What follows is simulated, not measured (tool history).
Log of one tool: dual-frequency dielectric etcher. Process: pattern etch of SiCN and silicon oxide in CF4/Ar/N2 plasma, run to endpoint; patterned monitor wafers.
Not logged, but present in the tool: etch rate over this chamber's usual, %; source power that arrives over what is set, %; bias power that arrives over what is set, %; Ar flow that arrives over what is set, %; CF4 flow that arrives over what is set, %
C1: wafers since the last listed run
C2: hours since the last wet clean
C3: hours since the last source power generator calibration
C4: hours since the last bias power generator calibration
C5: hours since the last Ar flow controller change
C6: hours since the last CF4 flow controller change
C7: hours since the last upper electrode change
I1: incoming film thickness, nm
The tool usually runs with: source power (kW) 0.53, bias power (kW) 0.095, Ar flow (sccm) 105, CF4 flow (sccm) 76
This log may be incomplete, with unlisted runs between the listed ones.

Run 1, hour 0: usual settings; C1 0; C2 463.1; C3 3595.6; C4 2455.3; C5 5046.6; C6 4076.3; C7 2884.8; I1 12.64. Result: endpoint time (s) 11.1.
At hour 37.7: source power generator calibrated.
Run 2, hour 48.3: usual settings; C1 949; C2 511.4; C3 10.6; C4 2503.6; C5 5094.9; C6 4124.6; C7 2933.1; I1 12.62. Result: endpoint time (s) 11.1.
Run 3, hour 103.5: usual settings but source power (kW) 0.63, bias power (kW) 0.084; C1 1183; C2 566.6; C3 65.8; C4 2558.8; C5 5150.1; C6 4179.8; C7 2988.3; I1 12.67. Result: endpoint time (s) 10.3.
At hour 129: wet clean of the chamber.
Run 4, hour 137.9: usual settings but source power (kW) 0.41, Ar flow (sccm) 116; C1 223; C2 8.9; C3 100.2; C4 2593.2; C5 5184.5; C6 4214.2; C7 3022.7; I1 12.62. Result: endpoint time (s) 14.
At hour 180.6: Ar flow controller replaced.
Run 5, hour 203.9: usual settings but source power (kW) 0.43, bias power (kW) 0.115, Ar flow (sccm) 91, CF4 flow (sccm) 92; C1 1286; C2 74.9; C3 166.2; C4 2659.2; C5 23.3; C6 4280.2; C7 3088.7; I1 12.63. Result: endpoint time (s) 11.9.
Run 6, hour 234.9: usual settings but CF4 flow (sccm) 90; C1 664; C2 105.9; C3 197.2; C4 2690.2; C5 54.3; C6 4311.2; C7 3119.7; I1 12.58. Result: endpoint time (s) 11.3.
Run 7, hour 270.4: usual settings but source power (kW) 0.63, bias power (kW) 0.073, Ar flow (sccm) 80, CF4 flow (sccm) 95; C1 761; C2 141.4; C3 232.7; C4 2725.7; C5 89.8; C6 4346.7; C7 3155.2; I1 12.6. Result: endpoint time (s) 10.4.
At hour 310.7: bias power generator calibrated.
Run 8, hour 323.3: usual settings but bias power (kW) 0.103, Ar flow (sccm) 83; C1 1048; C2 194.3; C3 285.6; C4 12.6; C5 142.7; C6 4399.6; C7 3208.1; I1 12.9. Result: endpoint time (s) 11.2.
Run 9, hour 398.9: usual settings but source power (kW) 0.4; C1 1621; C2 269.9; C3 361.2; C4 88.2; C5 218.3; C6 4475.2; C7 3283.7; I1 12.69. Result: endpoint time (s) 13.7.
At hour 410.1: CF4 flow controller replaced.
Run 10, hour 506.1: usual settings but source power (kW) 0.66, Ar flow (sccm) 87; C1 2170; C2 377.1; C3 468.4; C4 195.4; C5 325.5; C6 96; C7 3390.9; I1 12.76. Result: endpoint time (s) 9.5.
Run 11, hour 566.1: usual settings; C1 1286; C2 437.1; C3 528.4; C4 255.4; C5 385.5; C6 156; C7 3450.9; I1 12.77. Result: endpoint time (s) 11.5.
Run 12, hour 598.7: usual settings but source power (kW) 0.57, bias power (kW) 0.08, Ar flow (sccm) 126, CF4 flow (sccm) 65; C1 699; C2 469.7; C3 561; C4 288; C5 418.1; C6 188.6; C7 3483.5; I1 12.71. Result: endpoint time (s) 12.1.
At hour 631.4: upper electrode replaced.
At hour 631.9: wet clean of the chamber.
Run 13, hour 666.7: usual settings but source power (kW) 0.61, bias power (kW) 0.072, CF4 flow (sccm) 70; C1 933; C2 34.8; C3 629; C4 356; C5 486.1; C6 256.6; C7 35.3; I1 12.74. Result: endpoint time (s) 11.7.
Run 14, hour 698.3: usual settings; C1 677; C2 66.4; C3 660.6; C4 387.6; C5 517.7; C6 288.2; C7 66.9; I1 12.72. Result: endpoint time (s) 11.8.
Run 15, hour 731: usual settings but source power (kW) 0.58, bias power (kW) 0.084, Ar flow (sccm) 92; C1 701; C2 99.1; C3 693.3; C4 420.3; C5 550.4; C6 320.9; C7 99.6; I1 12.66. Result: endpoint time (s) 11.
Run 16, hour 768.9: usual settings but source power (kW) 0.41, bias power (kW) 0.104, CF4 flow (sccm) 59; C1 812; C2 137; C3 731.2; C4 458.2; C5 588.3; C6 358.8; C7 137.5; I1 12.74. Result: endpoint time (s) 13.9.
Run 17, hour 815.8: usual settings but source power (kW) 0.4, Ar flow (sccm) 95, CF4 flow (sccm) 88; C1 1005; C2 183.9; C3 778.1; C4 505.1; C5 635.2; C6 405.7; C7 184.4; I1 12.62. Result: endpoint time (s) 13.3.
Run 18, hour 852.4: usual settings; C1 784; C2 220.5; C3 814.7; C4 541.7; C5 671.8; C6 442.3; C7 221; I1 12.69. Result: endpoint time (s) 11.7.
Run 19, hour 896.8: usual settings but Ar flow (sccm) 128, CF4 flow (sccm) 92; C1 952; C2 264.9; C3 859.1; C4 586.1; C5 716.2; C6 486.7; C7 265.4; I1 12.7. Result: endpoint time (s) 11.5.
Run 20, hour 948: usual settings but source power (kW) 0.43, bias power (kW) 0.115; C1 1097; C2 316.1; C3 910.3; C4 637.3; C5 767.4; C6 537.9; C7 316.6; I1 12.66. Result: endpoint time (s) 12.2.
Run 21, hour 1014: usual settings but CF4 flow (sccm) 63; C1 1415; C2 382.1; C3 976.3; C4 703.3; C5 833.4; C6 603.9; C7 382.6; I1 12.81. Result: endpoint time (s) 11.7.
Run 22, hour 1075.4: usual settings but CF4 flow (sccm) 88; C1 1316; C2 443.5; C3 1037.7; C4 764.7; C5 894.8; C6 665.3; C7 444; I1 12.76. Result: endpoint time (s) 11.1.
Run 23, hour 1109.3: usual settings but source power (kW) 0.47; C1 726; C2 477.4; C3 1071.6; C4 798.6; C5 928.7; C6 699.2; C7 477.9; I1 12.76. Result: endpoint time (s) 12.3.

Across each entry between runs, compare the hidden state at the last listed run before it with the hidden state at the first listed run after it:
After run 1, before run 2: source power generator calibrated (hour 37.7)
  etch rate over this chamber's usual, %: 4.92 -> 5.36
  what was measured, less what the result would be without the hidden state, endpoint time (s): -0.5 -> -0.6
After run 3, before run 4: wet clean of the chamber (hour 129)
  etch rate over this chamber's usual, %: 5.86 -> 0.178
  what was measured, less what the result would be without the hidden state, endpoint time (s): -0.6 -> +0
After run 4, before run 5: Ar flow controller replaced (hour 180.6)
  etch rate over this chamber's usual, %: 0.178 -> 0.775
  what was measured, less what the result would be without the hidden state, endpoint time (s): +0 -> -0.1
After run 7, before run 8: bias power generator calibrated (hour 310.7)
  etch rate over this chamber's usual, %: 1.38 -> 1.85
  what was measured, less what the result would be without the hidden state, endpoint time (s): -0.1 -> -0.2
After run 9, before run 10: CF4 flow controller replaced (hour 410.1)
  etch rate over this chamber's usual, %: 2.54 -> 3.51
  what was measured, less what the result would be without the hidden state, endpoint time (s): -0.4 -> -0.4
After run 12, before run 13: upper electrode replaced (hour 631.4); wet clean of the chamber (hour 631.9)
  etch rate over this chamber's usual, %: 4.34 -> 0.376
  what was measured, less what the result would be without the hidden state, endpoint time (s): -0.5 -> +0
